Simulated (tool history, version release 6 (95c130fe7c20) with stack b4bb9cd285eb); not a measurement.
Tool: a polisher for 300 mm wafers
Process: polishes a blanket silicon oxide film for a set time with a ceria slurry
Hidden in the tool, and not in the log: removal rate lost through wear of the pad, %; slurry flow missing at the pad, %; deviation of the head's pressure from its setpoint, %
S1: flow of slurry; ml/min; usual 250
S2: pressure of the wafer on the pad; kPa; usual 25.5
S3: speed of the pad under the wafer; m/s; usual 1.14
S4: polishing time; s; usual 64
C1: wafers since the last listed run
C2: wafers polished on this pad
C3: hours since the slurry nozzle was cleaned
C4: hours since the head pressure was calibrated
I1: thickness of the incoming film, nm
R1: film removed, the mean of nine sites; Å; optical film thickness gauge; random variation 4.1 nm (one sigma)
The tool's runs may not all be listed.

run,hour,S1,S2,S3,S4,C1,C2,C3,C4,I1,R1
1,0.0,250,25.5,1.14,59,0,6,570.2,698.2,1770.2,3792
2,23.8,250,25.5,1.14,59,151,158,594.0,722.0,1810.7,3741
3,73.9,250,25.5,1.14,59,319,478,644.1,772.1,1777.5,3630
4,93.9,250,25.5,1.14,64,127,605,664.1,792.1,1826.1,3957
5,122.6,250,25.5,1.14,64,183,789,692.8,820.8,1798.3,3878
6,142.8,250,25.5,1.14,64,128,918,713.0,841.0,1783.6,3850
# hour 172.0: worn pad replaced by a new one
7,175.2,250,25.5,1.14,64,181,20,745.4,873.4,1775.9,4073
8,205.0,250,25.5,1.14,64,190,210,775.2,903.2,1765.1,4046
# hour 235.4: slurry nozzle cleaned
9,236.0,250,25.5,1.14,64,191,402,0.6,934.2,1795.5,4460
# hour 329.3: worn pad replaced by a new one
10,329.8,250,25.5,1.14,64,573,3,94.4,1028.0,1785.0,4345
11,363.3,250,25.5,1.14,64,213,216,127.9,1061.5,1763.3,4329
12,387.0,250,25.5,1.14,64,151,368,151.6,1085.2,1825.7,4292
13,406.5,250,25.5,1.46,64,124,492,171.1,1104.7,1765.5,5462
# hour 418.6: head pressure recalibrated
14,435.7,220,25.5,1.14,64,173,666,200.3,17.1,1800.9,4144
15,467.7,250,25.5,0.88,64,204,870,232.3,49.1,1786.5,3164
# hour 493.2: worn pad replaced by a new one
16,498.5,205,25.5,1.14,64,171,34,263.1,79.9,1801.2,4051
17,518.3,250,33.1,0.76,43,126,160,282.9,99.7,1767.5,2409
18,548.9,250,20.7,1.14,78,195,355,313.5,130.3,1780.6,4065
19,561.2,250,25.5,1.14,64,78,434,325.8,142.6,1796.6,4167
20,578.4,215,25.5,1.14,51,109,544,343.0,159.8,1781.3,3179
21,611.1,290,25.5,1.14,50,208,752,375.7,192.5,1813.8,3245
# hour 681.9: worn pad replaced by a new one
22,698.8,250,30.3,0.84,72,534,107,463.4,280.2,1787.7,3987
23,723.1,250,25.5,1.14,59,155,262,487.7,304.5,1801.4,3738
24,755.6,250,34.5,0.96,64,207,470,520.2,337.0,1792.1,4529

Measured less the same run without the tool's hidden state. The same run-to-run variation is in both; the gauge's scatter may not be:
run,R1
1,-403
2,-412
3,-461
4,-545
5,-607
6,-666
7,-495
8,-510
9,-115
10,-145
11,-186
12,-227
13,-347
14,-376
15,-346
16,-366
17,-192
18,-371
19,-405
20,-385
21,-379
22,-446
23,-444
24,-600

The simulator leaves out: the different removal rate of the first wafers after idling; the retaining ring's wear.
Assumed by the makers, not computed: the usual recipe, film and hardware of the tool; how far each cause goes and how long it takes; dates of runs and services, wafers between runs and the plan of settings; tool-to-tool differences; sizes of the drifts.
